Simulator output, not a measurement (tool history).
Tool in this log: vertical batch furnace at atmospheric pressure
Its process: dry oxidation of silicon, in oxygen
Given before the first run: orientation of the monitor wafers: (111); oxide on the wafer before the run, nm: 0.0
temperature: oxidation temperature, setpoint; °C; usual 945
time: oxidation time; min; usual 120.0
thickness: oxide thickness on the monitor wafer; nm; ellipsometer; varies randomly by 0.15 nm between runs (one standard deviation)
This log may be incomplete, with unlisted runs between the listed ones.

run	hour	temperature	time	wafers since the last listed run	hours since the last temperature calibration	hours since the boat lift was adjusted	hours since the gauge calibration	read-back reference wafer on the same gauge, thickness	thickness
1	0.0	945	120.0	0	3410.6	1501.5	257.0	67.75	61.57
2	59.1	945	120.0	730	3469.7	1560.6	316.1	67.79	61.43
3	120.7	945	120.0	761	3531.3	1622.2	377.7	67.77	61.35
4	152.8	945	120.0	396	3563.4	1654.3	409.8	67.82	61.45
5	209.1	945	99.0	696	3619.7	1710.6	466.1	67.75	53.77
6	273.7	945	99.0	798	3684.3	1775.2	530.7	67.76	53.60
7	322.7	945	120.0	605	3733.3	1824.2	579.7	67.77	61.42
# hour 355.7: thermocouples replaced and temperature profile calibrated
# hour 382.2: boat lift adjusted
8	382.7	945	147.0	148	27.0	0.5	639.7	67.73	72.58
9	427.3	968	173.5	551	71.6	45.1	684.3	67.79	96.65
10	473.3	945	120.0	568	117.6	91.1	730.3	67.81	63.06
# hour 486.5: gauge calibrated
11	532.4	963	81.5	730	176.7	150.2	45.9	67.86	56.04
12	578.0	945	143.0	563	222.3	195.8	91.5	67.87	71.01
13	623.5	945	88.0	562	267.8	241.3	137.0	67.85	50.93
14	651.7	935	89.0	348	296.0	269.5	165.2	67.86	46.86

Some steps in thickness, run to run, broken into two amounts with sign: the step expected even without the hidden condition (settings, incoming material, random variation), and the rest, left for the hidden condition together with whatever gauge scatter is not in both the measured and the hidden-condition-free result:
What the log doesn't record here: true tube temperature minus thermocouple reading, K; monitor wafer colder than the profiled boat position, K; gauge reads high (%).
Run 7 -> 8: time 120.0 -> 147.0, thermocouples replaced and temperature profile calibrated, boat lift adjusted. thickness +11.16 nm: hidden state +1.86, all else +9.30.
Run 9 -> 10: temperature 968 -> 945, time 173.5 -> 120.0. thickness -33.59 nm: hidden state +0.04, all else -33.63.
